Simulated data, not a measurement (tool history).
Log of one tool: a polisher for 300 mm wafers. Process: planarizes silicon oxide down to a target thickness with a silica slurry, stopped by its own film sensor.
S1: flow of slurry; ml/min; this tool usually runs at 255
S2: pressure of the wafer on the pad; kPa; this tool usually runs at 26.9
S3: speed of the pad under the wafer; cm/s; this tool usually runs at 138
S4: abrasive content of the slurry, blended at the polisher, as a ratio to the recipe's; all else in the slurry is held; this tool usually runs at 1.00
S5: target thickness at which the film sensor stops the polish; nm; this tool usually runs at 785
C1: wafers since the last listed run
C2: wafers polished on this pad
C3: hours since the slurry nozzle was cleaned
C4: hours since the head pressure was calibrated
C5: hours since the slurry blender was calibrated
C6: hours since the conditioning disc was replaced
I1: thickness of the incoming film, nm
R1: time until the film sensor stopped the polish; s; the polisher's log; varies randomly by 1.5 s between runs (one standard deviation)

run,day,S1,S2,S3,S4,S5,C1,C2,C3,C4,C5,C6,I1,R1
1,0.000,325,26.9,138,1.00,785,0,674,298.7,1153.5,246.1,265.7,1272.0,158.7
# day 0.608: slurry nozzle cleaned
# day 1.983: conditioning disc replaced and pad reconditioned
2,2.075,325,26.9,138,1.00,785,475,1150,35.2,1203.3,295.9,2.2,1273.7,161.3
# day 3.042: slurry blender recalibrated
3,3.567,325,26.9,138,1.00,785,343,1493,71.0,1239.1,12.6,38.0,1278.3,163.0
# day 4.192: worn pad replaced by a new one
4,4.704,255,26.9,138,1.00,785,236,125,98.3,1266.4,39.9,65.3,1265.6,161.3
5,6.400,255,26.9,138,1.00,785,413,539,139.0,1307.1,80.6,106.0,1281.0,168.7
6,8.483,255,26.9,138,1.00,785,508,1047,189.0,1357.1,130.6,156.0,1271.7,164.7
# day 9.883: worn pad replaced by a new one
7,10.908,255,26.9,138,1.00,785,550,249,247.2,1415.3,188.8,214.2,1278.8,167.1
# day 12.421: slurry nozzle cleaned
# day 12.496: head pressure recalibrated
# day 12.696: conditioning disc replaced and pad reconditioned
8,12.717,255,26.9,138,1.00,785,392,641,7.1,5.3,232.2,0.5,1268.9,157.0
9,15.088,255,26.9,158,1.10,785,578,1220,64.0,62.2,289.1,57.4,1294.5,143.1
10,16.217,305,36.5,138,1.25,785,275,1495,91.1,89.3,316.2,84.5,1284.1,113.1
# day 16.862: worn pad replaced by a new one
# day 18.317: slurry blender recalibrated
11,20.492,255,33.8,138,0.85,785,981,865,193.7,191.9,52.2,187.1,1282.1,147.3
12,22.454,255,26.9,138,1.20,653,478,1343,240.8,239.0,99.3,234.2,1293.2,192.1
# day 24.042: worn pad replaced by a new one
# day 24.150: slurry nozzle cleaned
13,24.721,255,26.9,176,1.15,678,501,155,13.7,293.4,153.7,288.6,1272.4,162.9
# day 25.092: conditioning disc replaced and pad reconditioned
14,27.358,330,26.9,138,1.00,785,622,778,77.0,356.7,217.0,54.4,1282.8,158.0
15,30.067,255,26.9,138,1.00,785,660,1439,142.0,421.7,282.0,119.4,1291.8,164.6

Estimate the outcome of run 16 from the log above:
# day 30.917: worn pad replaced by a new one
16,31.658,255,22.8,154,1.00,865,347,180,180.2,459.9,320.2,157.6,1274.9,?

{"run 16": {"R1": 141.9}}
Had the tool carried no hidden state, the very same run would have given R1 137.3 s.
